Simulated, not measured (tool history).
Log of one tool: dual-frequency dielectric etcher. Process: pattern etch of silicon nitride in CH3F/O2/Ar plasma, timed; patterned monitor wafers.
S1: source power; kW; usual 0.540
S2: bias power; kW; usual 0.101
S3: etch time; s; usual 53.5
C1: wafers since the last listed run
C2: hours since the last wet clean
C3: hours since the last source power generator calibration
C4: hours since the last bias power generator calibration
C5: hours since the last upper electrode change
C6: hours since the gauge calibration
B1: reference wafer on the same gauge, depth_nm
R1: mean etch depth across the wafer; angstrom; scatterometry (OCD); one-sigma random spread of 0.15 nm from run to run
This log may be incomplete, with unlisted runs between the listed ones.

run,day,S1,S2,S3,C1,C2,C3,C4,C5,C6,B1,R1
1,0.000,0.540,0.101,53.5,0,227.7,3785.6,4379.0,6019.6,108.6,40.00,478.8
2,0.538,0.540,0.101,53.5,142,240.6,3798.5,4391.9,6032.5,121.5,40.01,475.0
3,1.004,0.540,0.101,53.5,123,251.8,3809.7,4403.1,6043.7,132.7,40.03,477.4
4,1.325,0.540,0.101,53.5,85,259.5,3817.4,4410.8,6051.4,140.4,40.00,476.8
5,2.029,0.540,0.101,53.5,186,276.4,3834.3,4427.7,6068.3,157.3,40.03,475.9
6,2.317,0.540,0.101,44.0,76,283.3,3841.2,4434.6,6075.2,164.2,39.99,393.6
# day 4.196: wet clean of the chamber
7,4.217,0.540,0.101,44.0,238,0.5,3886.8,4480.2,6120.8,209.8,40.02,391.4
# day 4.346: gauge calibrated
8,4.496,0.650,0.117,38.5,74,7.2,3893.5,4486.9,6127.5,3.6,39.99,394.7
# day 5.175: bias power generator calibrated
# day 5.562: source power generator calibrated
# day 6.104: upper electrode replaced
9,6.125,0.650,0.101,66.5,199,46.3,13.5,22.8,0.5,42.7,40.02,641.9
10,6.138,0.540,0.101,53.5,3,46.6,13.8,23.1,0.8,43.0,40.03,476.2
11,6.325,0.540,0.123,53.5,49,51.1,18.3,27.6,5.3,47.5,40.03,517.2
12,6.788,0.540,0.101,53.5,122,62.2,29.4,38.7,16.4,58.6,40.01,476.9
13,7.367,0.470,0.078,38.0,153,76.1,43.3,52.6,30.3,72.5,40.00,286.4
14,7.946,0.540,0.101,53.5,153,90.0,57.2,66.5,44.2,86.4,39.97,474.7
15,8.221,0.470,0.083,53.5,72,96.6,63.8,73.1,50.8,93.0,39.94,414.2

Consider 3 possible next runs. They are alternatives, not a sequence: every one starts from the tool as it was left by run 15. What does each give?
A,8.238,0.540,0.101,53.5,4,97.0,64.2,73.5,51.2,93.4,?,?
B,8.238,0.660,0.101,53.5,4,97.0,64.2,73.5,51.2,93.4,?,?
C,8.238,0.540,0.093,48.5,4,97.0,64.2,73.5,51.2,93.4,?,?

run,B1,R1
A,39.95,475.6
B,39.95,519.7
C,39.95,416.9
Take away the tool's hidden state, keep each run's random variation, and the runs would have read:
run,R1
A,475.6
B,519.7
C,416.9
